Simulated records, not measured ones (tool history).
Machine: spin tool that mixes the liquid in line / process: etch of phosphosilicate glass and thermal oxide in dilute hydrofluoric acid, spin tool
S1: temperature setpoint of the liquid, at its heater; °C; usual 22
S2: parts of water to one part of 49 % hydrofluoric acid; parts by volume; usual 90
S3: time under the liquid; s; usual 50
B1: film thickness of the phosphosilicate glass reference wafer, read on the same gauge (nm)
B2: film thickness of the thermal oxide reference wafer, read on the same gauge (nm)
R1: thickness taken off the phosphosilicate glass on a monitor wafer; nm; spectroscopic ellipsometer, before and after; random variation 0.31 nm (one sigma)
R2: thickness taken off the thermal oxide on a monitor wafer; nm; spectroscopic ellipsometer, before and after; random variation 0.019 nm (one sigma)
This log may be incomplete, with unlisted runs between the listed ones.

Run 1, hour 0: usual settings but S1 23 °C; B1 120.01; B2 140.006. Result: R1 36.82 nm, R2 2.077 nm.
Run 2, hour 67.1: usual settings; B1 120.01; B2 140.013. Result: R1 35.19 nm, R2 1.976 nm.
Run 3, hour 144.9: usual settings; B1 120.03; B2 140.006. Result: R1 35.12 nm, R2 1.995 nm.
At hour 342.2: gauge calibrated.
Run 4, hour 452.8: usual settings; B1 119.97; B2 139.994. Result: R1 34.5 nm, R2 1.997 nm.
At hour 520.2: hydrofluoric acid flow meter replaced.
Run 5, hour 530.6: usual settings; B1 119.98; B2 139.995. Result: R1 34.07 nm, R2 1.957 nm.
Run 6, hour 586.1: usual settings; B1 119.98; B2 139.985. Result: R1 34.73 nm, R2 1.984 nm.
Run 7, hour 670.2: usual settings; B1 119.99; B2 140.009. Result: R1 34.85 nm, R2 1.924 nm.
Run 8, hour 774.2: usual settings; B1 120.01; B2 140.011. Result: R1 34.5 nm, R2 1.924 nm.
At hour 812.4: thermometer replaced.
Run 9, hour 873.2: usual settings but S2 120 parts by volume; B1 119.99; B2 140.011. Result: R1 27.74 nm, R2 1.554 nm.
Run 10, hour 922.3: usual settings but S1 23.5 °C, S2 115 parts by volume, S3 35 s; B1 120.01; B2 140.023. Result: R1 21.59 nm, R2 1.189 nm.
Run 11, hour 1010.2: usual settings but S1 19 °C; B1 120; B2 139.994. Result: R1 33.45 nm, R2 1.897 nm.
Run 12, hour 1116.1: usual settings; B1 120.01; B2 139.984. Result: R1 37.96 nm, R2 2.139 nm.
Run 13, hour 1218.1: usual settings; B1 120; B2 139.997. Result: R1 37.34 nm, R2 2.144 nm.
Run 14, hour 1284.4: usual settings but S1 18.5 °C, S3 20 s; B1 120.01; B2 139.993. Result: R1 12.87 nm, R2 0.744 nm.
Run 15, hour 1346.1: usual settings but S2 115 parts by volume; B1 119.97; B2 139.987. Result: R1 28.36 nm, R2 1.627 nm.
Run 16, hour 1393.9: usual settings but S1 17.5 °C, S3 25 s; B1 120; B2 140.004. Result: R1 15.59 nm, R2 0.884 nm.
Run 17, hour 1485.4: usual settings; B1 120; B2 140.002. Result: R1 37.4 nm, R2 2.129 nm.
Run 18, hour 1571.4: usual settings; B1 119.99; B2 139.98. Result: R1 37.33 nm, R2 2.063 nm.
Run 19, hour 1640.5: usual settings but S1 18.5 °C; B1 119.99; B2 139.996. Result: R1 31.94 nm, R2 1.809 nm.
At hour 1658.7: hydrofluoric acid flow meter replaced.
Run 20, hour 1734.4: usual settings but S1 24.5 °C, S2 120 parts by volume, S3 75 s; B1 120.01; B2 139.991. Result: R1 43.96 nm, R2 2.498 nm.
Run 21, hour 1791: usual settings but S1 20 °C, S2 55 parts by volume, S3 35 s; B1 120; B2 140.018. Result: R1 40.3 nm, R2 2.244 nm.
Run 22, hour 1884.4: usual settings but S1 23.5 °C, S2 115 parts by volume, S3 40 s; B1 120.01; B2 139.997. Result: R1 23.46 nm, R2 1.312 nm.
Run 23, hour 1937.8: usual settings; B1 119.99; B2 139.999. Result: R1 36.39 nm, R2 2.082 nm.
At hour 1941.9: gauge calibrated.
Run 24, hour 1983.9: usual settings but S1 23.5 °C, S2 65 parts by volume; B1 119.98; B2 140.001. Result: R1 55.81 nm, R2 3.136 nm.
Run 25, hour 2075: usual settings but S1 19 °C, S2 130 parts by volume, S3 30 s; B1 119.99; B2 139.996. Result: R1 12.82 nm, R2 0.715 nm.
Run 26, hour 2182.5: usual settings but S1 26 °C, S2 65 parts by volume, S3 35 s; B1 119.98; B2 139.993. Result: R1 42.55 nm, R2 2.399 nm.

For some of the steps in R1 from one run to the next: how much would appear even if the tool had no hidden state, given the settings, what came in and random variation, and how much remains for the hidden state plus any gauge scatter that the measured result and the result without hidden state don't share?
What the log doesn't record here: liquid colder than its thermometer reads (K); hydrofluoric acid flow below the setpoint (%); gauge reads high (%).
Run 8 -> 9: S2 90 -> 120, thermometer replaced. R1 -6.76 nm: hidden state +3.76, all else -10.52.
Run 24 -> 25: S1 23.5 -> 19, S2 65 -> 130, S3 50 -> 30. R1 -42.99 nm: hidden state +2.01, all else -45.
Run 25 -> 26: S1 19 -> 26, S2 130 -> 65, S3 30 -> 35. R1 +29.73 nm: hidden state -1.66, all else +31.39.
